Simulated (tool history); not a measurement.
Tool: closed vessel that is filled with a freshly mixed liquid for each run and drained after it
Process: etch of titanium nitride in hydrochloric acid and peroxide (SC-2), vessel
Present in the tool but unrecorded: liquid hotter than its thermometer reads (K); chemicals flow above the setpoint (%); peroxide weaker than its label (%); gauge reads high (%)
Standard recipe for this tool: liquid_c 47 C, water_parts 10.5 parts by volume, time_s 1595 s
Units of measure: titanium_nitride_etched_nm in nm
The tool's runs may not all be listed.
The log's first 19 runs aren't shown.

run     day  liquid_c  water_parts  time_s  wafers since the last listed run  hours since the thermometer was replaced  hours since the chemicals flow meter was replaced  hours since the drum of peroxide was connected  hours since the gauge calibration  read-back film thickness of the titanium nitride reference wafer, read on the same gauge (nm)  titanium_nitride_etched_nm
 20  10.029      37.5            6    2470                               401                                     111.6                                              148.3                                            56.8                                145                                                                                          90.06                       23.39
 21  10.712        42         10.5     810                               548                                       128                                              164.7                                            73.2                              161.4                                                                                          90.04                        6.89
 22  11.442      38.5           13    2475                               585                                     145.5                                              182.2                                            90.7                              178.9                                                                                          89.97                       13.56
 23    12.8      40.5          5.5    1595                              1091                                     178.1                                              214.8                                           123.3                              211.5                                                                                          89.97                       20.12
 24  13.362        47         10.5    2280                               451                                     191.6                                              228.3                                           136.8                                225                                                                                          90.04                       27.24
 25  13.983        47           13    2545                               498                                     206.5                                              243.2                                           151.7                              239.9                                                                                          89.99                        25.6
 26  14.538        47         10.5    1595                               445                                     219.8                                              256.5                                             165                              253.2                                                                                          89.96                       19.48
 27  15.125        47         10.5    1595                               471                                     233.9                                              270.6                                           179.1                              267.3                                                                                          90.01                       19.36
 28  15.396        52         10.5     780                               217                                     240.4                                              277.1                                           185.6                              273.8                                                                                          89.99                       13.13
 29  16.125        55         13.5    1595                               585                                     257.9                                              294.6                                           203.1                              291.3                                                                                          90.02                       26.12
 30  16.621      50.5           12    1595                               398                                     269.8                                              306.5                                             215                              303.2                                                                                             90                       21.55

3 options for the next run, each taken on its own from the tool as it stands now. Forecast them:
  A  16.667        47         10.5    1010                                36                                     270.9                                              307.6                                           216.1                              304.3                                                                                              ?                           ?
  B  16.667      51.5            8    2165                                36                                     270.9                                              307.6                                           216.1                              304.3                                                                                              ?                           ?
  C  16.667        47          7.5    1895                                36                                     270.9                                              307.6                                           216.1                              304.3                                                                                              ?                           ?

run  read-back film thickness of the titanium nitride reference wafer, read on the same gauge (nm)  titanium_nitride_etched_nm
  A                                                                                          90.05                       12.04
  B                                                                                          90.05                       43.56
  C                                                                                          90.05                       29.72
With the hidden condition removed and each run's random variation left untouched, the same runs would have given:
run  titanium_nitride_etched_nm
  A                       11.59
  B                       41.98
  C                       28.61
